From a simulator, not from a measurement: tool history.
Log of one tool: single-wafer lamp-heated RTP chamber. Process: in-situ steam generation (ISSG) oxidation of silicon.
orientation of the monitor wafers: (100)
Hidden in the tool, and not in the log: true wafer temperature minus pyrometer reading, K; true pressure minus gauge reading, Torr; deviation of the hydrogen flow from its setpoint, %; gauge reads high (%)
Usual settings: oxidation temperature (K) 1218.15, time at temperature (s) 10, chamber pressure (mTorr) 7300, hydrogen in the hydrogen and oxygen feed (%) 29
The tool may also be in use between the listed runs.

run,hour,oxidation temperature (K),time at temperature (s),chamber pressure (mTorr),hydrogen in the hydrogen and oxygen feed (%),wafers since the last listed run,wafers since the last pyrometer calibration,hours since the pressure gauge was zeroed,hours since the hydrogen flow controller was replaced,hours since the gauge calibration,"read-back reference wafer on the same gauge, thickness",oxide thickness on the monitor wafer (Å)
1,0,1218.15,9,7300,29,0,4870,3711.5,6839.7,67.7,3.131,36.55
2,24.8,1218.15,10,7300,29,138,5009,3736.3,6864.5,92.5,3.131,37.94
3,50,1218.15,10,7300,29,141,5150,3761.5,6889.7,117.7,3.131,38.05
4,79.9,1218.15,10,7300,29,167,5317,3791.4,6919.6,147.6,3.127,37.97
5,111.3,1218.15,10,7300,29,175,5493,3822.8,6951,179,3.132,38.06
6,130.1,1218.15,10,7300,29,105,5598,3841.6,6969.8,197.8,3.13,37.99
7,163.4,1218.15,10,7300,29,186,5785,3874.9,7003.1,231.1,3.129,37.99
# hour 218.1: gauge calibrated
8,224.5,1218.15,10,7300,29,342,6127,3936,7064.2,6.4,3.131,38.17
# hour 242.3: hydrogen flow controller replaced
9,255.8,1234.15,10,7300,29,130,6258,3967.3,13.5,37.7,3.126,39.53
10,267.9,1198.15,10,7300,29,67,6325,3979.4,25.6,49.8,3.131,36.44
11,303.1,1218.15,10,6900,32,197,6523,4014.6,60.8,85,3.132,39.2
# hour 328.2: pyrometer window cleaned and pyrometer calibrated
12,334.2,1218.15,6,7300,24,129,33,4045.7,91.9,116.1,3.129,29.64
# hour 356.7: pressure gauge zeroed
13,357.2,1224.15,11,8700,21,84,117,0.5,114.9,139.1,3.131,35.7
14,383.8,1199.15,8,8600,29,148,266,27.1,141.5,165.7,3.13,33.07
15,406.7,1218.15,10,7300,29,128,394,50,164.4,188.6,3.134,37.36
16,432.1,1218.15,13,7300,29,142,537,75.4,189.8,214,3.13,40.98
17,460.7,1218.15,8,6900,23,160,697,104,218.4,242.6,3.128,32.32

The same runs without the tool's hidden state, with the same run-to-run variation:
run,oxide thickness on the monitor wafer (Å)
1,35.93
2,37.25
3,37.33
4,37.24
5,37.3
6,37.22
7,37.19
8,37.33
9,38.53
10,35.7
11,38.28
12,29.58
13,35.59
14,32.98
15,37.22
16,40.78
17,32.18
